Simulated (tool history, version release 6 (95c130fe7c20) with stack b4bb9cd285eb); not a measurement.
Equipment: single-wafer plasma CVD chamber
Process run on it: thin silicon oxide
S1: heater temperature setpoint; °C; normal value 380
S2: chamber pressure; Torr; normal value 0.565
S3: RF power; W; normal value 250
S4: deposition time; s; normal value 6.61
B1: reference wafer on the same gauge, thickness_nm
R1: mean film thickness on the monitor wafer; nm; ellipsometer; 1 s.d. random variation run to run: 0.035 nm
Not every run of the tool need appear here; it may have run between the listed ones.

Run 1, hour 0: usual settings but S3 290 W; B1 8.658. Result: R1 7.848 nm.
Run 2, hour 91.1: usual settings but S3 290 W; B1 8.66. Result: R1 7.888 nm.
Run 3, hour 131.6: usual settings but S1 389 °C, S2 0.671 Torr; B1 8.681. Result: R1 8.416 nm.
Run 4, hour 216.3: usual settings but S1 384 °C, S2 0.635 Torr; B1 8.669. Result: R1 8.183 nm.
Run 5, hour 295.7: usual settings but S1 384 °C, S2 0.635 Torr; B1 8.666. Result: R1 8.1 nm.
At hour 365.1: RF generator calibrated.
Run 6, hour 365.6: usual settings but S1 384 °C, S2 0.635 Torr; B1 8.668. Result: R1 8.422 nm.
At hour 446.2: gauge calibrated.
Run 7, hour 467.8: usual settings but S4 6.04 s; B1 8.666. Result: R1 6.965 nm.
Run 8, hour 541.6: usual settings but S4 6.04 s; B1 8.674. Result: R1 6.973 nm.
Run 9, hour 600.6: usual settings; B1 8.676. Result: R1 7.534 nm.
Run 10, hour 687.5: usual settings but S2 0.646 Torr, S3 215 W; B1 8.664. Result: R1 7.97 nm.
Run 11, hour 737.7: usual settings; B1 8.667. Result: R1 7.644 nm.
At hour 792: showerhead replaced.
Run 12, hour 824.4: usual settings but S1 386 °C; B1 8.67. Result: R1 7.606 nm.
At hour 867.4: capacitance manometer re-zeroed and calibrated.
At hour 872.9: thermocouple changed; heater temperature recalibrated.
Run 13, hour 873.4: usual settings; B1 8.673. Result: R1 7.149 nm.
Run 14, hour 898.5: usual settings but S2 0.695 Torr, S3 290 W; B1 8.665. Result: R1 9.181 nm.
Run 15, hour 992: usual settings but S1 374 °C, S3 225 W, S4 5.88 s; B1 8.664. Result: R1 6.117 nm.
Run 16, hour 1047.1: usual settings; B1 8.664. Result: R1 7.151 nm.
Run 17, hour 1100.8: usual settings but S3 265 W; B1 8.663. Result: R1 7.413 nm.

Forecast each of these 4 alternatives for the next run:
Run A, hour 1101.2: usual settings but S4 7.34 s; B1 ?. Result: R1 ?.
Run B, hour 1101.2: usual settings but S1 375 °C, S2 0.609 Torr, S4 7.51 s; B1 ?. Result: R1 ?.
Run C, hour 1101.2: usual settings but S2 0.516 Torr, S4 6.07 s; B1 ?. Result: R1 ?.
Run D, hour 1101.2: usual settings but S1 366 °C, S2 0.478 Torr, S3 295 W, S4 7.9 s; B1 ?. Result: R1 ?.

run     B1     R1
  A  8.673  7.981
  B  8.673  8.725
  C  8.673  6.116
  D  8.673   8.11
Stripped of hidden state, with their random variation kept, the same runs would have yielded:
run     R1
  A  8.037
  B  8.789
  C  6.159
  D  8.152

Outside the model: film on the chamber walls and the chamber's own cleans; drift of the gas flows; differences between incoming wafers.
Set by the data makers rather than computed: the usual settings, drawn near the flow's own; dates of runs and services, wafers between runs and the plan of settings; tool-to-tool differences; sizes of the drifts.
